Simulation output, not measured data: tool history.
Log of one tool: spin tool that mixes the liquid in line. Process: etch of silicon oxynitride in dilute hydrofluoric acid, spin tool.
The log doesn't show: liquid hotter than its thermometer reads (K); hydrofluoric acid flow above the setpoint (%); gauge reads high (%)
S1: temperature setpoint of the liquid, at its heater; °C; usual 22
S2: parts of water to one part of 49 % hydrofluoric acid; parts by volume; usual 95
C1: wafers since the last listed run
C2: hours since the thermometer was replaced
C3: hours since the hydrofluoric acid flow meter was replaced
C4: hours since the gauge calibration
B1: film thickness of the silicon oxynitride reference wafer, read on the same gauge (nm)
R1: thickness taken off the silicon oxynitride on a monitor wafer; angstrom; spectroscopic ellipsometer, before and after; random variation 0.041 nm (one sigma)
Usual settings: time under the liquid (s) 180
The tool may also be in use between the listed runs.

Run 1, hour 0: usual settings; C1 0; C2 125.9; C3 520.2; C4 210.9; B1 60. Result: R1 56.6 angstrom.
Run 2, hour 119.5: usual settings; C1 891; C2 245.4; C3 639.7; C4 330.4; B1 60. Result: R1 56.3 angstrom.
Run 3, hour 156.2: usual settings; C1 273; C2 282.1; C3 676.4; C4 367.1; B1 60. Result: R1 57.4 angstrom.
Run 4, hour 186.7: usual settings; C1 227; C2 312.6; C3 706.9; C4 397.6; B1 60.02. Result: R1 57.5 angstrom.
Run 5, hour 232.2: usual settings; C1 339; C2 358.1; C3 752.4; C4 443.1; B1 59.99. Result: R1 57.8 angstrom.
Run 6, hour 266.8: usual settings; C1 258; C2 392.7; C3 787; C4 477.7; B1 60. Result: R1 58 angstrom.
Run 7, hour 295.2: usual settings; C1 211; C2 421.1; C3 815.4; C4 506.1; B1 59.99. Result: R1 57.8 angstrom.
Run 8, hour 329.3: usual settings; C1 254; C2 455.2; C3 849.5; C4 540.2; B1 60. Result: R1 58.9 angstrom.
Run 9, hour 368.7: usual settings but S1 25 °C; C1 293; C2 494.6; C3 888.9; C4 579.6; B1 60. Result: R1 66.8 angstrom.
Run 10, hour 429.6: usual settings but S1 25 °C; C1 454; C2 555.5; C3 949.8; C4 640.5; B1 60.01. Result: R1 66 angstrom.
Run 11, hour 498.9: usual settings but S1 25 °C; C1 516; C2 624.8; C3 1019.1; C4 709.8; B1 59.98. Result: R1 67.3 angstrom.
Run 12, hour 540.9: usual settings; C1 313; C2 666.8; C3 1061.1; C4 751.8; B1 59.98. Result: R1 59 angstrom.
Run 13, hour 576.3: usual settings; C1 264; C2 702.2; C3 1096.5; C4 787.2; B1 60. Result: R1 59.3 angstrom.
At hour 607.1: gauge calibrated.
Run 14, hour 642.7: usual settings but S2 80 parts by volume; C1 495; C2 768.6; C3 1162.9; C4 35.6; B1 59.99. Result: R1 71.6 angstrom.
Run 15, hour 675: usual settings but S2 70 parts by volume; C1 240; C2 800.9; C3 1195.2; C4 67.9; B1 60. Result: R1 82.8 angstrom.
Run 16, hour 740.9: usual settings but S1 18 °C, S2 50 parts by volume, time under the liquid (s) 105; C1 491; C2 866.8; C3 1261.1; C4 133.8; B1 60.01. Result: R1 56.3 angstrom.
Run 17, hour 792.9: usual settings but S1 25.5 °C, S2 50 parts by volume, time under the liquid (s) 280; C1 387; C2 918.8; C3 1313.1; C4 185.8; B1 60.02. Result: R1 216.2 angstrom.
Run 18, hour 830.9: usual settings but S1 25.5 °C, time under the liquid (s) 105; C1 283; C2 956.8; C3 1351.1; C4 223.8; B1 59.99. Result: R1 41.2 angstrom.
Run 19, hour 859.2: usual settings; C1 211; C2 985.1; C3 1379.4; C4 252.1; B1 60.01. Result: R1 59.8 angstrom.
At hour 991.4: hydrofluoric acid flow meter replaced.
Run 20, hour 1027.1: usual settings but S1 17 °C, S2 65 parts by volume, time under the liquid (s) 270; C1 1245; C2 1153; C3 35.7; C4 420; B1 59.99. Result: R1 106.9 angstrom.
At hour 1035.7: thermometer replaced.
Run 21, hour 1071.4: usual settings; C1 323; C2 35.7; C3 80; C4 464.3; B1 59.98. Result: R1 63.9 angstrom.
Run 22, hour 1095.9: usual settings but time under the liquid (s) 285; C1 182; C2 60.2; C3 104.5; C4 488.8; B1 59.99. Result: R1 102.4 angstrom.
Run 23, hour 1125.5: usual settings but S1 24.5 °C, S2 75 parts by volume, time under the liquid (s) 255; C1 220; C2 89.8; C3 134.1; C4 518.4; B1 60.01. Result: R1 130.2 angstrom.
Run 24, hour 1172.8: usual settings but S2 130 parts by volume; C1 352; C2 137.1; C3 181.4; C4 565.7; B1 60.01. Result: R1 45.5 angstrom.
Run 25, hour 1229.6: usual settings but S1 17 °C, S2 70 parts by volume, time under the liquid (s) 100; C1 423; C2 193.9; C3 238.2; C4 622.5; B1 60.01. Result: R1 38.2 angstrom.
Run 26, hour 1288.7: usual settings but S1 18 °C; C1 440; C2 253; C3 297.3; C4 681.6; B1 59.98. Result: R1 53.3 angstrom.
Run 27, hour 1348.2: usual settings; C1 443; C2 312.5; C3 356.8; C4 741.1; B1 59.99. Result: R1 64.5 angstrom.
At hour 1362.7: thermometer replaced, repeated, since the last time left the tool worse.
Run 28, hour 1401.3: usual settings but S1 26 °C, S2 130 parts by volume, time under the liquid (s) 75; C1 388; C2 38.6; C3 409.9; C4 794.2; B1 59.99. Result: R1 20 angstrom.
Run 29, hour 1437: usual settings but time under the liquid (s) 235; C1 266; C2 74.3; C3 445.6; C4 829.9; B1 59.99. Result: R1 73.7 angstrom.
Run 30, hour 1498.5: usual settings; C1 458; C2 135.8; C3 507.1; C4 891.4; B1 59.99. Result: R1 56.8 angstrom.

4 ways to go on from here, each from the tool as it stands after run 30. What would each give?
Run A, hour 1499: usual settings; C1 3; C2 136.3; C3 507.6; C4 891.9; B1 ?. Result: R1 ?.
Run B, hour 1499: usual settings but S2 65 parts by volume, time under the liquid (s) 280; C1 3; C2 136.3; C3 507.6; C4 891.9; B1 ?. Result: R1 ?.
Run C, hour 1499: usual settings but S1 18 °C, S2 70 parts by volume, time under the liquid (s) 290; C1 3; C2 136.3; C3 507.6; C4 891.9; B1 ?. Result: R1 ?.
Run D, hour 1499: usual settings but S2 45 parts by volume; C1 3; C2 136.3; C3 507.6; C4 891.9; B1 ?. Result: R1 ?.

run  B1     R1
  A  60   57.1
  B  60  132.9
  C  60  104.4
  D  60  125.3
Without the tool's hidden state the same runs would have given:
run     R1
  A   56.4
  B  131.3
  C  103.1
  D  123.8

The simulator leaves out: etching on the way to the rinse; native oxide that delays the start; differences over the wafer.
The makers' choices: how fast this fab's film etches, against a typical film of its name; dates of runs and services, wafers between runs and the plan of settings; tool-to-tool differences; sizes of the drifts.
